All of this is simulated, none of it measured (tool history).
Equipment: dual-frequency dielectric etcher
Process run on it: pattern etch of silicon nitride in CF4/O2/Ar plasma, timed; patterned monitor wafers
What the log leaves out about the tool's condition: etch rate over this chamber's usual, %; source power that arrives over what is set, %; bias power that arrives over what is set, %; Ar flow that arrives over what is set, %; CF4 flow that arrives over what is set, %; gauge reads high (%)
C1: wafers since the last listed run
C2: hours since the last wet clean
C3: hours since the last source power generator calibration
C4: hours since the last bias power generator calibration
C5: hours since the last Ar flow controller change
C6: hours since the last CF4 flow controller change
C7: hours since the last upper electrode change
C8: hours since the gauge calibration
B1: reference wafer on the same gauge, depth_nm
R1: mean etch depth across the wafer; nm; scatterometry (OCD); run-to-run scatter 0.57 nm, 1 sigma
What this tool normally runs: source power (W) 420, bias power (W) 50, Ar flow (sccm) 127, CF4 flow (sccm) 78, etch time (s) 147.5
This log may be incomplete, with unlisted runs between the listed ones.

{"run": 1, "hour": 0.0, "source power (W)": 420, "bias power (W)": 50, "Ar flow (sccm)": 105, "CF4 flow (sccm)": 78, "etch time (s)": 147.5, "C1": 0, "C2": 433.9, "C3": 1114.7, "C4": 4028.6, "C5": 5352.2, "C6": 4443.4, "C7": 2387.4, "C8": 65.2, "B1": 184.0, "R1": 224.5}
{"run": 2, "hour": 16.5, "source power (W)": 420, "bias power (W)": 50, "Ar flow (sccm)": 127, "CF4 flow (sccm)": 63, "etch time (s)": 147.5, "C1": 165, "C2": 450.4, "C3": 1131.2, "C4": 4045.1, "C5": 5368.7, "C6": 4459.9, "C7": 2403.9, "C8": 81.7, "B1": 184.0, "R1": 209.1}
{"run": 3, "hour": 30.5, "source power (W)": 420, "bias power (W)": 50, "Ar flow (sccm)": 127, "CF4 flow (sccm)": 78, "etch time (s)": 147.5, "C1": 140, "C2": 464.4, "C3": 1145.2, "C4": 4059.1, "C5": 5382.7, "C6": 4473.9, "C7": 2417.9, "C8": 95.7, "B1": 184.0, "R1": 219.0}
{"run": 4, "hour": 45.6, "source power (W)": 420, "bias power (W)": 50, "Ar flow (sccm)": 127, "CF4 flow (sccm)": 78, "etch time (s)": 147.5, "C1": 151, "C2": 479.5, "C3": 1160.3, "C4": 4074.2, "C5": 5397.8, "C6": 4489.0, "C7": 2433.0, "C8": 110.8, "B1": 184.0, "R1": 219.0}
{"run": 5, "hour": 63.3, "source power (W)": 460, "bias power (W)": 50, "Ar flow (sccm)": 127, "CF4 flow (sccm)": 78, "etch time (s)": 147.5, "C1": 177, "C2": 497.2, "C3": 1178.0, "C4": 4091.9, "C5": 5415.5, "C6": 4506.7, "C7": 2450.7, "C8": 128.5, "B1": 184.0, "R1": 240.6}
{"run": 6, "hour": 78.7, "source power (W)": 460, "bias power (W)": 50, "Ar flow (sccm)": 127, "CF4 flow (sccm)": 78, "etch time (s)": 147.5, "C1": 154, "C2": 512.6, "C3": 1193.4, "C4": 4107.3, "C5": 5430.9, "C6": 4522.1, "C7": 2466.1, "C8": 143.9, "B1": 184.0, "R1": 240.9}
{"run": 7, "hour": 86.4, "source power (W)": 420, "bias power (W)": 50, "Ar flow (sccm)": 127, "CF4 flow (sccm)": 78, "etch time (s)": 173.0, "C1": 77, "C2": 520.3, "C3": 1201.1, "C4": 4115.0, "C5": 5438.6, "C6": 4529.8, "C7": 2473.8, "C8": 151.6, "B1": 184.0, "R1": 257.0}
{"run": 8, "hour": 98.2, "source power (W)": 420, "bias power (W)": 50, "Ar flow (sccm)": 127, "CF4 flow (sccm)": 78, "etch time (s)": 173.0, "C1": 118, "C2": 532.1, "C3": 1212.9, "C4": 4126.8, "C5": 5450.4, "C6": 4541.6, "C7": 2485.6, "C8": 163.4, "B1": 184.0, "R1": 256.9}
{"hour": 143.7, "done": "wet clean of the chamber"}
{"hour": 145.2, "done": "Ar flow controller replaced"}
{"run": 9, "hour": 150.0, "source power (W)": 420, "bias power (W)": 47, "Ar flow (sccm)": 150, "CF4 flow (sccm)": 95, "etch time (s)": 179.5, "C1": 263, "C2": 6.3, "C3": 1264.7, "C4": 4178.6, "C5": 4.8, "C6": 4593.4, "C7": 2537.4, "C8": 215.2, "B1": 184.1, "R1": 265.3}
{"run": 10, "hour": 164.9, "source power (W)": 370, "bias power (W)": 61, "Ar flow (sccm)": 127, "CF4 flow (sccm)": 78, "etch time (s)": 128.5, "C1": 149, "C2": 21.2, "C3": 1279.6, "C4": 4193.5, "C5": 19.7, "C6": 4608.3, "C7": 2552.3, "C8": 230.1, "B1": 184.0, "R1": 177.3}
{"hour": 176.2, "done": "CF4 flow controller replaced"}
{"hour": 195.8, "done": "gauge calibrated"}
{"hour": 203.7, "done": "upper electrode replaced"}
{"run": 11, "hour": 204.2, "source power (W)": 460, "bias power (W)": 50, "Ar flow (sccm)": 114, "CF4 flow (sccm)": 72, "etch time (s)": 177.5, "C1": 93, "C2": 60.5, "C3": 1318.9, "C4": 4232.8, "C5": 59.0, "C6": 28.0, "C7": 0.5, "C8": 8.4, "B1": 184.1, "R1": 285.8}
{"run": 12, "hour": 204.6, "source power (W)": 420, "bias power (W)": 50, "Ar flow (sccm)": 127, "CF4 flow (sccm)": 78, "etch time (s)": 147.5, "C1": 4, "C2": 60.9, "C3": 1319.3, "C4": 4233.2, "C5": 59.4, "C6": 28.4, "C7": 0.9, "C8": 8.8, "B1": 183.9, "R1": 217.1}
{"run": 13, "hour": 210.2, "source power (W)": 420, "bias power (W)": 50, "Ar flow (sccm)": 127, "CF4 flow (sccm)": 88, "etch time (s)": 176.5, "C1": 56, "C2": 66.5, "C3": 1324.9, "C4": 4238.8, "C5": 65.0, "C6": 34.0, "C7": 6.5, "C8": 14.4, "B1": 184.1, "R1": 265.9}
{"run": 14, "hour": 218.9, "source power (W)": 420, "bias power (W)": 50, "Ar flow (sccm)": 127, "CF4 flow (sccm)": 78, "etch time (s)": 147.5, "C1": 87, "C2": 75.2, "C3": 1333.6, "C4": 4247.5, "C5": 73.7, "C6": 42.7, "C7": 15.2, "C8": 23.1, "B1": 183.9, "R1": 217.9}
{"run": 15, "hour": 226.1, "source power (W)": 420, "bias power (W)": 50, "Ar flow (sccm)": 127, "CF4 flow (sccm)": 78, "etch time (s)": 135.0, "C1": 72, "C2": 82.4, "C3": 1340.8, "C4": 4254.7, "C5": 80.9, "C6": 49.9, "C7": 22.4, "C8": 30.3, "B1": 184.0, "R1": 198.7}
{"hour": 241.3, "done": "bias power generator calibrated"}
{"hour": 242.0, "done": "source power generator calibrated"}
{"run": 16, "hour": 242.8, "source power (W)": 420, "bias power (W)": 50, "Ar flow (sccm)": 127, "CF4 flow (sccm)": 78, "etch time (s)": 147.5, "C1": 120, "C2": 99.1, "C3": 0.8, "C4": 1.5, "C5": 97.6, "C6": 66.6, "C7": 39.1, "C8": 47.0, "B1": 184.0, "R1": 224.2}
{"run": 17, "hour": 259.8, "source power (W)": 390, "bias power (W)": 50, "Ar flow (sccm)": 127, "CF4 flow (sccm)": 78, "etch time (s)": 147.5, "C1": 170, "C2": 116.1, "C3": 17.8, "C4": 18.5, "C5": 114.6, "C6": 83.6, "C7": 56.1, "C8": 64.0, "B1": 184.0, "R1": 207.4}
{"run": 18, "hour": 271.5, "source power (W)": 520, "bias power (W)": 43, "Ar flow (sccm)": 127, "CF4 flow (sccm)": 78, "etch time (s)": 120.5, "C1": 117, "C2": 127.8, "C3": 29.5, "C4": 30.2, "C5": 126.3, "C6": 95.3, "C7": 67.8, "C8": 75.7, "B1": 184.0, "R1": 218.9}
{"run": 19, "hour": 286.0, "source power (W)": 420, "bias power (W)": 46, "Ar flow (sccm)": 135, "CF4 flow (sccm)": 86, "etch time (s)": 115.5, "C1": 145, "C2": 142.3, "C3": 44.0, "C4": 44.7, "C5": 140.8, "C6": 109.8, "C7": 82.3, "C8": 90.2, "B1": 184.0, "R1": 174.8}
{"run": 20, "hour": 299.5, "source power (W)": 420, "bias power (W)": 47, "Ar flow (sccm)": 150, "CF4 flow (sccm)": 95, "etch time (s)": 179.5, "C1": 135, "C2": 155.8, "C3": 57.5, "C4": 58.2, "C5": 154.3, "C6": 123.3, "C7": 95.8, "C8": 103.7, "B1": 184.0, "R1": 274.7}
{"run": 21, "hour": 313.8, "source power (W)": 420, "bias power (W)": 61, "Ar flow (sccm)": 145, "CF4 flow (sccm)": 78, "etch time (s)": 174.0, "C1": 143, "C2": 170.1, "C3": 71.8, "C4": 72.5, "C5": 168.6, "C6": 137.6, "C7": 110.1, "C8": 118.0, "B1": 184.0, "R1": 277.5}

Alternative continuations, all from the tool just after run 21; predict every row:
{"run": "A", "hour": 314.3, "source power (W)": 420, "bias power (W)": 50, "Ar flow (sccm)": 127, "CF4 flow (sccm)": 78, "etch time (s)": 147.5, "C1": 5, "C2": 170.6, "C3": 72.3, "C4": 73.0, "C5": 169.1, "C6": 138.1, "C7": 110.6, "C8": 118.5, "B1": "?", "R1": "?"}
{"run": "B", "hour": 314.3, "source power (W)": 470, "bias power (W)": 59, "Ar flow (sccm)": 138, "CF4 flow (sccm)": 78, "etch time (s)": 108.5, "C1": 5, "C2": 170.6, "C3": 72.3, "C4": 73.0, "C5": 169.1, "C6": 138.1, "C7": 110.6, "C8": 118.5, "B1": "?", "R1": "?"}
{"run": "C", "hour": 314.3, "source power (W)": 420, "bias power (W)": 50, "Ar flow (sccm)": 141, "CF4 flow (sccm)": 78, "etch time (s)": 133.0, "C1": 5, "C2": 170.6, "C3": 72.3, "C4": 73.0, "C5": 169.1, "C6": 138.1, "C7": 110.6, "C8": 118.5, "B1": "?", "R1": "?"}
{"run": "D", "hour": 314.3, "source power (W)": 420, "bias power (W)": 39, "Ar flow (sccm)": 127, "CF4 flow (sccm)": 78, "etch time (s)": 115.5, "C1": 5, "C2": 170.6, "C3": 72.3, "C4": 73.0, "C5": 169.1, "C6": 138.1, "C7": 110.6, "C8": 118.5, "B1": "?", "R1": "?"}

run=A B1=184.0 R1=223.9
run=B B1=184.0 R1=192.8
run=C B1=184.0 R1=199.6
run=D B1=184.0 R1=163.4
Had the tool no hidden state, the same runs would have come out as:
run=A R1=225.8
run=B R1=194.4
run=C R1=201.2
run=D R1=164.8
